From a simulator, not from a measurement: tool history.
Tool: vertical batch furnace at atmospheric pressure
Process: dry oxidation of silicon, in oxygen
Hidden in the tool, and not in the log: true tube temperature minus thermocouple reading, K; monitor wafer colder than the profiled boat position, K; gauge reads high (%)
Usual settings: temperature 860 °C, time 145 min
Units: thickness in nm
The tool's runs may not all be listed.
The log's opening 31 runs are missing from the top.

run,hour,temperature,time,wafers since the last listed run,hours since the last temperature calibration,hours since the boat lift was adjusted,hours since the gauge calibration,"read-back reference wafer on the same gauge, thickness",thickness
32,2533.3,882,167,289,1734.9,1706.4,750.7,29.8,50.93
33,2605.7,850,115,563,1807.3,1778.8,823.1,29.76,27.89
34,2701.8,870,187,748,1903.4,1874.9,919.2,29.81,48.96
35,2803.8,872,115.5,794,2005.4,1976.9,1021.2,29.83,35.58
36,2854.2,850,116.5,392,2055.8,2027.3,1071.6,29.78,28.1
# hour 2896: boat lift adjusted
37,2943.5,860,145,508,2145.1,47.5,1160.9,29.81,36.65
38,3047.1,860,110,806,2248.7,151.1,1264.5,29.78,30.32
39,3112.1,842,106,506,2313.7,216.1,1329.5,29.82,24.19
40,3191.3,840,83,616,2392.9,295.3,1408.7,29.82,19.86

Here are 3 independent what-if runs from the current tool condition. What would each one return?
A,3197.6,849,145,49,2399.2,301.6,1415,?,?
B,3197.6,882,204.5,49,2399.2,301.6,1415,?,?
C,3197.6,876,73,49,2399.2,301.6,1415,?,?

run,"read-back reference wafer on the same gauge, thickness",thickness
A,29.82,32.42
B,29.82,58.82
C,29.82,26.95
Stripped of hidden state, with their random variation kept, the same runs would have yielded:
run,thickness
A,31.9
B,57.94
C,26.53
